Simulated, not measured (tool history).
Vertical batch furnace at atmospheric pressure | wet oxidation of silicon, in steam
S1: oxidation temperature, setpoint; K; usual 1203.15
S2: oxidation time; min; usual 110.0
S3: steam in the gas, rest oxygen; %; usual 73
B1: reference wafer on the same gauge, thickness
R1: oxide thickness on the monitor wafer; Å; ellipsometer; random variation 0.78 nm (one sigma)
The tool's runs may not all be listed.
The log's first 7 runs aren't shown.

Run 8, hour 682.1: usual settings; B1 349.96. Result: R1 2834.7 Å.
At hour 809.4: steam generator serviced.
Run 9, hour 900.4: usual settings but S2 123.5 min; B1 350.32. Result: R1 2985.8 Å.
Run 10, hour 959.3: usual settings but S2 123.5 min; B1 349.90. Result: R1 2992.4 Å.
At hour 1001.0: thermocouples replaced and temperature profile calibrated.
Run 11, hour 1040.1: usual settings but S2 123.5 min; B1 349.86. Result: R1 2960.2 Å.
Run 12, hour 1101.4: usual settings but S1 1193.15 K; B1 350.17. Result: R1 2465.2 Å.
At hour 1104.0: gauge calibrated.
Run 13, hour 1207.3: usual settings but S1 1212.15 K; B1 349.58. Result: R1 2928.0 Å.
Run 14, hour 1250.8: usual settings but S1 1212.15 K; B1 349.73. Result: R1 2916.7 Å.
Run 15, hour 1298.5: usual settings; B1 350.16. Result: R1 2693.5 Å.
At hour 1419.4: steam generator serviced, repeated, since the last time left the tool worse.
Run 16, hour 1419.9: usual settings; B1 350.17. Result: R1 2916.4 Å.
Run 17, hour 1447.1: usual settings; B1 349.81. Result: R1 2891.0 Å.
Run 18, hour 1522.7: usual settings but S2 133.5 min, S3 63 %; B1 349.58. Result: R1 2981.8 Å.
Run 19, hour 1604.5: usual settings; B1 349.58. Result: R1 2871.3 Å.
Run 20, hour 1670.5: usual settings but S1 1219.15 K, S2 96.0 min; B1 350.29. Result: R1 2978.9 Å.
Run 21, hour 1764.2: usual settings; B1 350.08. Result: R1 2848.2 Å.
Run 22, hour 1856.3: usual settings but S2 123.5 min; B1 350.06. Result: R1 3098.9 Å.
Run 23, hour 1964.2: usual settings but S1 1185.15 K, S2 133.0 min, S3 85 %; B1 349.97. Result: R1 3119.2 Å.
Run 24, hour 2053.4: usual settings; B1 349.83. Result: R1 2825.6 Å.
Run 25, hour 2101.3: usual settings; B1 350.12. Result: R1 2820.6 Å.
Run 26, hour 2167.5: usual settings; B1 349.89. Result: R1 2842.2 Å.
Run 27, hour 2224.3: usual settings; B1 350.09. Result: R1 2824.9 Å.

The next listed run, before its measurement:
Run 28, hour 2283.0: usual settings but S1 1184.15 K, S2 157.5 min, S3 81 %; B1 ?. Result: R1 ?.

Run 28 gave B1 350.16, R1 3352.7 Å.
Without the tool's hidden state the same run would have given R1 3467.9 Å.
